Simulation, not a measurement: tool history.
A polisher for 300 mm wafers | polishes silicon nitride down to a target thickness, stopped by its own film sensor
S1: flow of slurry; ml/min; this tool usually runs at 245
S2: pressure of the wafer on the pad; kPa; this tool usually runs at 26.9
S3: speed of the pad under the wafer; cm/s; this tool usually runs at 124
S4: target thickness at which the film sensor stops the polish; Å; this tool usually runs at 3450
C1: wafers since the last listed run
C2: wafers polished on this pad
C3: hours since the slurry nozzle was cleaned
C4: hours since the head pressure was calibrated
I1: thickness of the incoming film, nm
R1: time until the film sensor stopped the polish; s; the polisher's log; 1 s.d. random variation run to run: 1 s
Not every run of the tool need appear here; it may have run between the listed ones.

| run | day | S1 | S2 | S3 | S4 | C1 | C2 | C3 | C4 | I1 | R1 |
|---|---|---|---|---|---|---|---|---|---|---|---|
| 1 | 0.000 | 245 | 26.9 | 124 | 3450 | 0 | 3332 | 358.8 | 390.2 | 497.1 | 68.9 |
|  | 1.188 | worn pad replaced by a new one |
| 2 | 1.212 | 245 | 26.9 | 124 | 3450 | 356 | 8 | 387.9 | 419.3 | 509.0 | 72.6 |
| 3 | 2.792 | 245 | 26.9 | 124 | 3140 | 537 | 545 | 425.8 | 457.2 | 495.3 | 83.1 |
| 4 | 4.058 | 245 | 26.9 | 124 | 3140 | 431 | 977 | 456.2 | 487.6 | 499.6 | 83.3 |
| 5 | 6.162 | 185 | 26.9 | 124 | 3450 | 716 | 1693 | 506.7 | 538.1 | 501.6 | 73.7 |
| 6 | 8.567 | 185 | 26.9 | 124 | 3450 | 818 | 2512 | 564.4 | 595.8 | 499.8 | 71.8 |
|  | 9.304 | head pressure recalibrated |
| 7 | 10.421 | 185 | 26.9 | 124 | 3450 | 603 | 3115 | 608.9 | 26.8 | 500.0 | 73.5 |
| 8 | 13.338 | 245 | 30.3 | 124 | 3040 | 993 | 4108 | 678.9 | 96.8 | 497.7 | 78.5 |
|  | 13.942 | worn pad replaced by a new one |
| 9 | 15.288 | 245 | 26.9 | 114 | 3760 | 607 | 458 | 725.7 | 143.6 | 500.4 | 56.7 |
| 10 | 17.038 | 245 | 26.9 | 114 | 3760 | 595 | 1054 | 767.7 | 185.6 | 498.8 | 59.1 |
| 11 | 18.962 | 245 | 26.9 | 114 | 3760 | 655 | 1709 | 813.9 | 231.8 | 499.2 | 58.3 |
| 12 | 20.358 | 245 | 30.3 | 124 | 3450 | 475 | 2185 | 847.4 | 265.3 | 507.5 | 67.2 |
| 13 | 23.100 | 245 | 26.9 | 124 | 3450 | 933 | 3118 | 913.2 | 331.1 | 506.5 | 71.7 |
|  | 24.321 | worn pad replaced by a new one |
|  | 25.358 | slurry nozzle cleaned |
| 14 | 25.529 | 245 | 26.9 | 124 | 3450 | 756 | 397 | 4.1 | 389.4 | 504.0 | 70.8 |
| 15 | 27.642 | 245 | 26.9 | 124 | 3050 | 719 | 1116 | 54.8 | 440.1 | 499.7 | 88.9 |
| 16 | 29.992 | 245 | 22.1 | 124 | 3950 | 800 | 1916 | 111.2 | 496.5 | 493.5 | 51.7 |
|  | 36.188 | worn pad replaced by a new one |
|  | 36.879 | head pressure recalibrated |
| 17 | 38.492 | 200 | 26.9 | 156 | 3450 | 2809 | 756 | 315.2 | 38.7 | 499.6 | 63.3 |
| 18 | 40.146 | 280 | 33.8 | 88 | 3450 | 563 | 1320 | 354.9 | 78.4 | 496.9 | 69.2 |
| 19 | 41.912 | 185 | 26.9 | 94 | 3670 | 601 | 1921 | 397.3 | 120.8 | 499.0 | 73.3 |
| 20 | 43.962 | 245 | 26.9 | 124 | 3450 | 698 | 2619 | 446.5 | 170.0 | 490.4 | 66.1 |
|  | 46.025 | worn pad replaced by a new one |
| 21 | 46.329 | 245 | 26.9 | 124 | 3450 | 749 | 103 | 503.3 | 226.8 | 507.0 | 71.9 |
| 22 | 49.150 | 245 | 23.4 | 124 | 3450 | 960 | 1064 | 571.0 | 294.5 | 500.2 | 74.7 |
| 23 | 52.062 | 160 | 33.8 | 100 | 3960 | 991 | 2055 | 640.9 | 364.4 | 498.2 | 47.1 |
| 24 | 53.092 | 275 | 22.1 | 140 | 3450 | 350 | 2406 | 665.6 | 389.1 | 493.8 | 70.0 |
| 25 | 54.717 | 280 | 35.2 | 140 | 3770 | 553 | 2959 | 704.6 | 428.1 | 500.9 | 42.2 |
| 26 | 56.142 | 170 | 33.1 | 124 | 3450 | 485 | 3444 | 738.8 | 462.3 | 499.2 | 62.2 |

Forecast each of these 5 alternatives for the next run:
| A | 56.158 | 245 | 26.9 | 148 | 3450 | 5 | 3450 | 739.2 | 462.7 | 499.1 | ? |
| B | 56.158 | 245 | 26.9 | 142 | 3450 | 5 | 3450 | 739.2 | 462.7 | 499.1 | ? |
| C | 56.158 | 245 | 31.0 | 124 | 3450 | 5 | 3450 | 739.2 | 462.7 | 499.1 | ? |
| D | 56.158 | 245 | 18.6 | 124 | 3910 | 5 | 3450 | 739.2 | 462.7 | 499.1 | ? |
| E | 56.158 | 245 | 26.9 | 88 | 3450 | 5 | 3450 | 739.2 | 462.7 | 499.1 | ? |

| run | R1 |
|---|---|
| A | 62.7 |
| B | 64.3 |
| C | 62.9 |
| D | 62.7 |
| E | 84.8 |
Without the tool's unlogged condition, the same runs would have read:
| run | R1 |
|---|---|
| A | 62.7 |
| B | 64.3 |
| C | 62.9 |
| D | 62.7 |
| E | 84.8 |
